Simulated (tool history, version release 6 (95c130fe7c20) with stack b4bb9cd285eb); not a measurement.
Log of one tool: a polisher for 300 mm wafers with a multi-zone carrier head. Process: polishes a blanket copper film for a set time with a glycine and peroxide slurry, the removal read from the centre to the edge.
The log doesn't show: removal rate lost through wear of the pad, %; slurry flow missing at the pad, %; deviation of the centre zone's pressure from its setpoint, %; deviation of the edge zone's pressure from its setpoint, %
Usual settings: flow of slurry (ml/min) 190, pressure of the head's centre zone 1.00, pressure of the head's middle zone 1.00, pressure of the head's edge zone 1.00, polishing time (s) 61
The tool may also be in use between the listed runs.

run   hour  flow of slurry (ml/min)  pressure of the head's centre zone  pressure of the head's middle zone  pressure of the head's edge zone  polishing time (s)  wafers since the last listed run  wafers polished on this pad  hours since the slurry nozzle was cleaned  hours since the centre zone pressure was calibrated  hours since the edge zone pressure was calibrated  hours since the carrier head's membrane was replaced  incoming thickness of the incoming film, nm  film removed at the wafer's centre (Å)  film removed at mid-radius (Å)  film removed at the wafer's edge (Å)
  1    0.0                      190                                1.06                                1.00                              1.09                  69                                 0                         1629                                      358.7                                               1011.7                                              173.6                                                 136.7                                       2040.4                                    4146                            4066                                  4115
      29.6  -- worn pad replaced by a new one
  2   30.1                      190                                1.00                                1.04                              1.00                  61                               227                            4                                      388.8                                               1041.8                                              203.7                                                 166.8                                       2015.0                                    3604                            3793                                  3581
  3   60.2                      190                                1.00                                1.00                              0.97                  61                               262                          266                                      418.9                                               1071.9                                              233.8                                                 196.9                                       2030.5                                    3612                            3673                                  3554
  4   82.8                      190                                1.00                                1.00                              1.00                  51                               196                          463                                      441.5                                               1094.5                                              256.4                                                 219.5                                       2051.7                                    2962                            2988                                  3043
  5  104.8                      190                                1.07                                1.11                              0.96                  73                               191                          655                                      463.5                                               1116.5                                              278.4                                                 241.5                                       2044.2                                    4622                            4788                                  4241
  6  129.1                      190                                0.88                                1.00                              0.92                  42                               211                          867                                      487.8                                               1140.8                                              302.7                                                 265.8                                       2078.3                                    2162                            2482                                  2370
  7  160.1                      225                                1.04                                1.00                              1.11                  55                               270                         1137                                      518.8                                               1171.8                                              333.7                                                 296.8                                       2025.9                                    3452                            3243                                  3424
     169.4  -- edge zone pressure recalibrated
  8  173.7                      220                                1.00                                1.00                              1.00                  61                               101                         1238                                      532.4                                               1185.4                                                4.3                                                 310.4                                       2058.1                                    3564                            3584                                  3608
     178.0  -- slurry nozzle cleaned
  9  206.3                      190                                1.00                                1.00                              1.00                  67                               275                         1513                                       28.3                                               1218.0                                               36.9                                                 343.0                                       2018.9                                    4163                            4163                                  4124
 10  223.7                      215                                1.00                                0.91                              0.93                  61                               151                         1664                                       45.7                                               1235.4                                               54.3                                                 360.4                                       2052.5                                    3742                            3562                                  3629
     269.8  -- worn pad replaced by a new one
 11  282.0                      190                                1.04                                1.00                              1.10                  45                               473                          106                                      104.0                                               1293.7                                              112.6                                                 418.7                                       2017.3                                    2891                            2863                                  2912
     302.2  -- centre zone pressure recalibrated
 12  318.2                      190                                1.00                                1.00                              1.00                  61                               297                          404                                      140.2                                                 16.0                                              148.8                                                 454.9                                       2014.6                                    3724                            3752                                  3677
 13  331.6                      190                                1.00                                1.00                              0.93                  77                               116                          520                                      153.6                                                 29.4                                              162.2                                                 468.3                                       2015.9                                    4736                            4871                                  4510
 14  357.5                      190                                1.00                                1.00                              1.00                  61                               225                          746                                      179.5                                                 55.3                                              188.1                                                 494.2                                       2015.0                                    3694                            3853                                  3691
 15  391.7                      190                                1.00                                1.07                              1.00                  61                               297                         1044                                      213.7                                                 89.5                                              222.3                                                 528.4                                       2056.3                                    3639                            3823                                  3652
 16  407.8                      190                                1.00                                1.00                              1.00                  61                               140                         1184                                      229.8                                                105.6                                              238.4                                                 544.5                                       2076.4                                    3521                            3613                                  3518
 17  431.7                      240                                1.04                                0.95                              1.00                  61                               208                         1393                                      253.7                                                129.5                                              262.3                                                 568.4                                       2017.6                                    3963                            3744                                  3658
 18  456.2                      190                                1.10                                1.00                              1.00                  81                               213                         1606                                      278.2                                                154.0                                              286.8                                                 592.9                                       2014.1                                    4990                            4704                                  4713
 19  479.9                      235                                1.00                                1.00                              1.00                  61                               206                         1812                                      301.9                                                177.7                                              310.5                                                 616.6                                       2030.5                                    3678                            3757                                  3580
     498.1  -- carrier head's membrane replaced by a new one
 20  506.8                      190                                1.00                                1.00                              1.00                  61                               190                         2003                                      328.8                                                204.6                                              337.4                                                   8.7                                       2052.5                                    3307                            3485                                  3373
     525.1  -- worn pad replaced by a new one
     533.2  -- edge zone pressure recalibrated
 21  541.8                      190                                1.00                                1.00                              1.00                  61                               252                          128                                      363.8                                                239.6                                                8.6                                                  43.7                                       2058.3                                    3598                            3652                                  3558

Measured less the same run without the tool's hidden state. The same run-to-run variation is in both; the gauge's scatter may not be:
run  film removed at the wafer's centre (Å)  film removed at mid-radius (Å)  film removed at the wafer's edge (Å)
  1                                    -664                            -600                                  -494
  2                                    -419                            -393                                  -274
  3                                    -434                            -394                                  -282
  4                                    -367                            -332                                  -251
  5                                    -597                            -555                                  -368
  6                                    -294                            -304                                  -220
  7                                    -436                            -375                                  -315
  8                                    -478                            -440                                  -354
  9                                    -263                            -255                                  -236
 10                                    -283                            -261                                  -248
 11                                    -144                            -128                                   -97
 12                                    -241                            -218                                  -160
 13                                    -335                            -310                                  -217
 14                                    -306                            -289                                  -212
 15                                    -366                            -349                                  -260
 16                                    -386                            -361                                  -277
 17                                    -410                            -358                                  -290
 18                                    -697                            -605                                  -490
 19                                    -496                            -475                                  -382
 20                                    -585                            -572                                  -462
 21                                    -420                            -380                                  -274
